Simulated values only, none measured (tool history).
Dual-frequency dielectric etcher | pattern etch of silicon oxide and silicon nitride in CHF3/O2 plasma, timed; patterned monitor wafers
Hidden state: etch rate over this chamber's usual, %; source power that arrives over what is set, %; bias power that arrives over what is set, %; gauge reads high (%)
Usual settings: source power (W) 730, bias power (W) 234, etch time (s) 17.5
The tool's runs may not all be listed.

run   hour  source power (W)  bias power (W)  etch time (s)  wafers since the last listed run  hours since the last wet clean  hours since the last source power generator calibration  hours since the last bias power generator calibration  hours since the last upper electrode change  hours since the gauge calibration  read-back reference wafer on the same gauge, depth_nm  mean etch depth across the wafer (nm)
  1      0               730             205             15                                 0                           412.4                                                   1792.7                                                 2311.8                                          0.8                                482                                                  25.99                                  21.61
  2   11.1               730             205             15                               244                           423.5                                                   1803.8                                                 2322.9                                         11.9                              493.1                                                  25.98                                  21.95
  3   19.6               730             234           17.5                               187                             432                                                   1812.3                                                 2331.4                                         20.4                              501.6                                                  25.99                                  27.56
  4   27.2               730             234           17.5                               167                           439.6                                                   1819.9                                                   2339                                           28                              509.2                                                  26.01                                  27.65
  5   35.9               730             234           17.5                               191                           448.3                                                   1828.6                                                 2347.7                                         36.7                              517.9                                                  26.01                                  27.71
      48.1  -- gauge calibrated
  6     53               730             234             20                               376                           465.4                                                   1845.7                                                 2364.8                                         53.8                                4.9                                                  25.98                                  31.58
  7   68.2               810             254           20.5                               334                           480.6                                                   1860.9                                                   2380                                           69                               20.1                                                  26.01                                  36.44
  8   81.4               730             234           17.5                               290                           493.8                                                   1874.1                                                 2393.2                                         82.2                               33.3                                                  25.97                                  27.31
  9   87.9               730             192           17.5                               143                           500.3                                                   1880.6                                                 2399.7                                         88.7                               39.8                                                  26.01                                  23.96
 10   98.5               730             234             14                               233                           510.9                                                   1891.2                                                 2410.3                                         99.3                               50.4                                                  26.01                                  21.77
 11  107.7               870             291           20.5                               202                           520.1                                                   1900.4                                                 2419.5                                        108.5                               59.6                                                  25.98                                   41.4
       115  -- source power generator calibrated
 12  122.6               730             252           22.5                               239                             535                                                      7.6                                                 2434.4                                        123.4                               74.5                                                  25.99                                  36.99
 13  138.3               610             234           14.5                               345                           550.7                                                     23.3                                                 2450.1                                        139.1                               90.2                                                  25.99                                   19.5
 14  147.7               860             272             15                               206                           560.1                                                     32.7                                                 2459.5                                        148.5                               99.6                                                  25.99                                  28.66
 15  164.3               730             234           20.5                               365                           576.7                                                     49.3                                                 2476.1                                        165.1                              116.2                                                  26.01                                  32.16
 16  176.7               600             234             14                               273                           589.1                                                     61.7                                                 2488.5                                        177.5                              128.6                                                  26.01                                  18.59
 17  191.6               840             199             13                               328                             604                                                     76.6                                                 2503.4                                        192.4                              143.5                                                  25.99                                  20.18
 18  203.2               910             200             20                               255                           615.6                                                     88.2                                                   2515                                          204                              155.1                                                  26.01                                  32.75
     214.4  -- bias power generator calibrated
     231.8  -- wet clean of the chamber
 19  232.3               650             275           15.5                               168                             0.5                                                    117.3                                                   17.9                                        233.1                              184.2                                                  26.04                                  25.84
 20  232.8               730             219             15                                11                               1                                                    117.8                                                   18.4                                        233.6                              184.7                                                  25.97                                   23.6
 21  242.6               730             205           14.5                               215                            10.8                                                    127.6                                                   28.2                                        243.4                              194.5                                                  26.02                                  21.76
 22  257.4               730             234           17.5                               325                            25.6                                                    142.4                                                     43                                        258.2                              209.3                                                  25.96                                  28.58
 23  275.3               730             234           17.5                               394                            43.5                                                    160.3                                                   60.9                                        276.1                              227.2                                                  25.99                                  28.53
 24  281.8               870             269             20                               143                              50                                                    166.8                                                   67.4                                        282.6                              233.7                                                  26.02                                  40.17
 25  290.4               730             234           17.5                               189                            58.6                                                    175.4                                                     76                                        291.2                              242.3                                                  25.99                                  28.32
 26  298.1               810             265           17.5                               169                            66.3                                                    183.1                                                   83.7                                        298.9                                250                                                  25.99                                     33
 27  314.9               890             234           17.5                               369                            83.1                                                    199.9                                                  100.5                                        315.7                              266.8                                                  26.03                                  32.84
 28    328               630             192           20.5                               288                            96.2                                                      213                                                  113.6                                        328.8                              279.9                                                  26.02                                  25.89
 29  339.4               670             292           17.5                               250                           107.6                                                    224.4                                                    125                                        340.2                              291.3                                                  25.99                                  30.48
 30  356.9               730             234           17.5                               385                           125.1                                                    241.9                                                  142.5                                        357.7                              308.8                                                  26.01                                  28.42
 31  367.4               560             234           17.5                               231                           135.6                                                    252.4                                                    153                                        368.2                              319.3                                                  26.02                                  22.42

3 ways to go on from here, each from the tool as it stands after run 31. What would each give?
  A  367.8               730             206           17.5                                 8                             136                                                    252.8                                                  153.4                                        368.6                              319.7                                                      ?                                      ?
  B  367.8               730             234             13                                 8                             136                                                    252.8                                                  153.4                                        368.6                              319.7                                                      ?                                      ?
  C  367.8               590             234           17.5                                 8                             136                                                    252.8                                                  153.4                                        368.6                              319.7                                                      ?                                      ?

run  read-back reference wafer on the same gauge, depth_nm  mean etch depth across the wafer (nm)
  A                                                  25.99                                   26.2
  B                                                  25.99                                  21.14
  C                                                  25.99                                  23.83
Without the tool's hidden state the same runs would have given:
run  mean etch depth across the wafer (nm)
  A                                  26.34
  B                                  21.25
  C                                  23.96
